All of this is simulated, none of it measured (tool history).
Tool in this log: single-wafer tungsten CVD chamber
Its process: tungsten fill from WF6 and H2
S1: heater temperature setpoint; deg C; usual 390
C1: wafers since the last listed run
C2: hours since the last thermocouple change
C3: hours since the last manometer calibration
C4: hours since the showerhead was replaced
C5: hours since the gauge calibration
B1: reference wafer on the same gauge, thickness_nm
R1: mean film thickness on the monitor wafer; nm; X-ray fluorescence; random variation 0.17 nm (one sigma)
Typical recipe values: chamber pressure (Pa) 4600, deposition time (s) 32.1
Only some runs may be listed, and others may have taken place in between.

Run 1, day 0.000: usual settings but chamber pressure (Pa) 5320; C1 0; C2 2829.8; C3 1539.4; C4 6065.6; C5 142.5; B1 66.391. Result: R1 86.221 nm.
Run 2, day 0.329: usual settings but chamber pressure (Pa) 5320; C1 167; C2 2837.7; C3 1547.3; C4 6073.5; C5 150.4; B1 66.454. Result: R1 85.976 nm.
Run 3, day 0.821: usual settings but S1 395 deg C, deposition time (s) 35.4; C1 250; C2 2849.5; C3 1559.1; C4 6085.3; C5 162.2; B1 66.419. Result: R1 99.010 nm.
Run 4, day 1.333: usual settings but S1 395 deg C, deposition time (s) 35.4; C1 261; C2 2861.8; C3 1571.4; C4 6097.6; C5 174.5; B1 66.417. Result: R1 98.588 nm.
Run 5, day 1.954: usual settings but S1 395 deg C, deposition time (s) 35.4; C1 316; C2 2876.7; C3 1586.3; C4 6112.5; C5 189.4; B1 66.390. Result: R1 98.694 nm.
Run 6, day 2.567: usual settings; C1 312; C2 2891.4; C3 1601.0; C4 6127.2; C5 204.1; B1 66.401. Result: R1 82.653 nm.
Run 7, day 3.279: usual settings; C1 362; C2 2908.5; C3 1618.1; C4 6144.3; C5 221.2; B1 66.396. Result: R1 82.490 nm.
Run 8, day 3.721: usual settings; C1 224; C2 2919.1; C3 1628.7; C4 6154.9; C5 231.8; B1 66.432. Result: R1 82.106 nm.
Run 9, day 4.267: usual settings but deposition time (s) 27.4; C1 278; C2 2932.2; C3 1641.8; C4 6168.0; C5 244.9; B1 66.379. Result: R1 70.300 nm.
Run 10, day 4.538: usual settings but deposition time (s) 27.4; C1 137; C2 2938.7; C3 1648.3; C4 6174.5; C5 251.4; B1 66.420. Result: R1 70.548 nm.
At day 5.104: showerhead replaced.
Run 11, day 5.125: usual settings but chamber pressure (Pa) 5280, deposition time (s) 34.4; C1 129; C2 2952.8; C3 1662.4; C4 0.5; C5 265.5; B1 66.384. Result: R1 91.985 nm.
Run 12, day 5.462: usual settings but chamber pressure (Pa) 5280, deposition time (s) 34.4; C1 171; C2 2960.9; C3 1670.5; C4 8.6; C5 273.6; B1 66.387. Result: R1 91.985 nm.
Run 13, day 5.871: usual settings but chamber pressure (Pa) 5280, deposition time (s) 34.4; C1 208; C2 2970.7; C3 1680.3; C4 18.4; C5 283.4; B1 66.405. Result: R1 92.051 nm.
Run 14, day 6.412: usual settings but chamber pressure (Pa) 4920; C1 275; C2 2983.7; C3 1693.3; C4 31.4; C5 296.4; B1 66.392. Result: R1 84.528 nm.
Run 15, day 6.842: usual settings but S1 377 deg C, chamber pressure (Pa) 4120, deposition time (s) 34.0; C1 218; C2 2994.0; C3 1703.6; C4 41.7; C5 306.7; B1 66.378. Result: R1 67.383 nm.
At day 7.100: gauge calibrated.
Run 16, day 7.175: usual settings but S1 381 deg C, chamber pressure (Pa) 3906, deposition time (s) 33.8; C1 169; C2 3002.0; C3 1711.6; C4 49.7; C5 1.8; B1 66.395. Result: R1 70.880 nm.
At day 7.858: capacitance manometer re-zeroed and calibrated.
Run 17, day 7.879: usual settings but S1 397 deg C, chamber pressure (Pa) 3760; C1 188; C2 3018.9; C3 0.5; C4 66.6; C5 18.7; B1 66.385. Result: R1 87.454 nm.
At day 8.317: thermocouple changed; heater temperature recalibrated.
Run 18, day 8.983: usual settings; C1 392; C2 16.0; C3 27.0; C4 93.1; C5 45.2; B1 66.400. Result: R1 67.147 nm.
Run 19, day 9.808: usual settings but S1 403 deg C, deposition time (s) 34.8; C1 420; C2 35.8; C3 46.8; C4 112.9; C5 65.0; B1 66.398. Result: R1 91.121 nm.
At day 10.262: thermocouple changed; heater temperature recalibrated, repeated, since the last time left the tool worse.
Run 20, day 10.283: usual settings but S1 402 deg C, chamber pressure (Pa) 3786, deposition time (s) 27.0; C1 72; C2 0.5; C3 58.2; C4 124.3; C5 76.4; B1 66.434. Result: R1 74.365 nm.
Run 21, day 10.838: usual settings but chamber pressure (Pa) 4280, deposition time (s) 36.8; C1 282; C2 13.8; C3 71.5; C4 137.6; C5 89.7; B1 66.435. Result: R1 85.676 nm.
Run 22, day 11.133: usual settings but S1 400 deg C, chamber pressure (Pa) 4973, deposition time (s) 34.7; C1 150; C2 20.9; C3 78.6; C4 144.7; C5 96.8; B1 66.374. Result: R1 99.578 nm.
Run 23, day 11.879: usual settings but S1 402 deg C, chamber pressure (Pa) 3786, deposition time (s) 27.0; C1 379; C2 38.8; C3 96.5; C4 162.6; C5 114.7; B1 66.404. Result: R1 74.505 nm.
Run 24, day 12.529: usual settings but S1 403 deg C, chamber pressure (Pa) 3613, deposition time (s) 37.8; C1 331; C2 54.4; C3 112.1; C4 178.2; C5 130.3; B1 66.394. Result: R1 104.492 nm.

Consider 4 possible next runs. They are alternatives, not a sequence: every one starts from the tool as it was left by run 24. What does each give?
Run A, day 12.546: usual settings; C1 8; C2 54.8; C3 112.5; C4 178.6; C5 130.7; B1 ?. Result: R1 ?.
Run B, day 12.546: usual settings but S1 378 deg C, chamber pressure (Pa) 3640, deposition time (s) 26.2; C1 8; C2 54.8; C3 112.5; C4 178.6; C5 130.7; B1 ?. Result: R1 ?.
Run C, day 12.546: usual settings but chamber pressure (Pa) 4933; C1 8; C2 54.8; C3 112.5; C4 178.6; C5 130.7; B1 ?. Result: R1 ?.
Run D, day 12.546: usual settings but chamber pressure (Pa) 4040, deposition time (s) 26.7; C1 8; C2 54.8; C3 112.5; C4 178.6; C5 130.7; B1 ?. Result: R1 ?.

run      B1      R1
  A  66.412  76.819
  B  66.412  47.424
  C  66.412  78.454
  D  66.412  61.486
Without the tool's hidden state the same runs would have given:
run      R1
  A  76.884
  B  47.466
  C  78.521
  D  61.538
